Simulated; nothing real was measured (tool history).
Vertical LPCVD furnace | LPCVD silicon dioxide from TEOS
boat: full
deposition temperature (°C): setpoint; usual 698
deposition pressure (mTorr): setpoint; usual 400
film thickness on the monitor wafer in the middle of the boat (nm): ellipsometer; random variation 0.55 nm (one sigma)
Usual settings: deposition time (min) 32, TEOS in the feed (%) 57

| run | day | deposition temperature (°C) | deposition pressure (mTorr) | deposition time (min) | TEOS in the feed (%) | read-back reference wafer on the same gauge, thickness | film thickness on the monitor wafer in the middle of the boat (nm) |
|---|---|---|---|---|---|---|---|
| 1 | 0 | 698 | 400 | 32 | 57 | 186.89 | 231.29 |
| 2 | 1.246 | 698 | 400 | 32 | 57 | 187.13 | 231.8 |
| 3 | 1.571 | 698 | 400 | 32 | 57 | 186.98 | 230.69 |
| 4 | 2.2 | 698 | 400 | 32 | 57 | 187.05 | 229.86 |
| 5 | 3 | 698 | 400 | 32 | 57 | 187.01 | 231.6 |
| 6 | 3.75 | 698 | 400 | 32 | 57 | 187.03 | 230.51 |
| 7 | 4.271 | 698 | 400 | 32 | 57 | 187.04 | 231.79 |
| 8 | 4.867 | 698 | 400 | 32 | 57 | 187 | 231.08 |
| 9 | 6.15 | 698 | 400 | 32 | 57 | 186.8 | 231.2 |
|  | 6.575 | gauge calibrated |
| 10 | 6.721 | 698 | 400 | 26.5 | 66 | 186.94 | 206.54 |
| 11 | 7.562 | 698 | 365 | 40.5 | 47 | 187.04 | 254.58 |
| 12 | 8.396 | 698 | 485 | 27.5 | 62 | 186.96 | 229.22 |
|  | 10.008 | thermocouples replaced and temperature profile calibrated |
|  | 11.488 | pressure gauge zeroed |
|  | 12.454 | TEOS flow controller replaced |
| 13 | 12.475 | 698 | 400 | 32 | 57 | 186.99 | 209.52 |
| 14 | 12.696 | 707 | 500 | 20.5 | 67 | 187.15 | 201.1 |
| 15 | 12.921 | 690 | 400 | 25.5 | 64 | 186.96 | 146.43 |
| 16 | 13.142 | 698 | 400 | 41 | 57 | 186.94 | 269.05 |
| 17 | 13.558 | 698 | 400 | 43.5 | 57 | 187.17 | 284.84 |
| 18 | 14.338 | 698 | 400 | 32 | 57 | 187.04 | 209.23 |
| 19 | 14.892 | 709 | 435 | 27.5 | 57 | 186.99 | 241.98 |
| 20 | 15.662 | 698 | 400 | 35.5 | 57 | 187.21 | 233.67 |

Forecast each of these 4 alternatives for the next run:
| A | 15.888 | 698 | 400 | 32 | 49 | ? | ? |
| B | 15.888 | 698 | 345 | 21.5 | 57 | ? | ? |
| C | 15.888 | 698 | 425 | 32 | 53 | ? | ? |
| D | 15.888 | 705 | 470 | 32 | 47 | ? | ? |

| run | read-back reference wafer on the same gauge, thickness | film thickness on the monitor wafer in the middle of the boat (nm) |
|---|---|---|
| A | 187.1 | 193.93 |
| B | 187.1 | 130.51 |
| C | 187.1 | 207.89 |
| D | 187.1 | 242.11 |
Without the tool's hidden state the same runs would have given:
| run | film thickness on the monitor wafer in the middle of the boat (nm) |
|---|---|
| A | 191.53 |
| B | 128.9 |
| C | 205.32 |
| D | 239.16 |

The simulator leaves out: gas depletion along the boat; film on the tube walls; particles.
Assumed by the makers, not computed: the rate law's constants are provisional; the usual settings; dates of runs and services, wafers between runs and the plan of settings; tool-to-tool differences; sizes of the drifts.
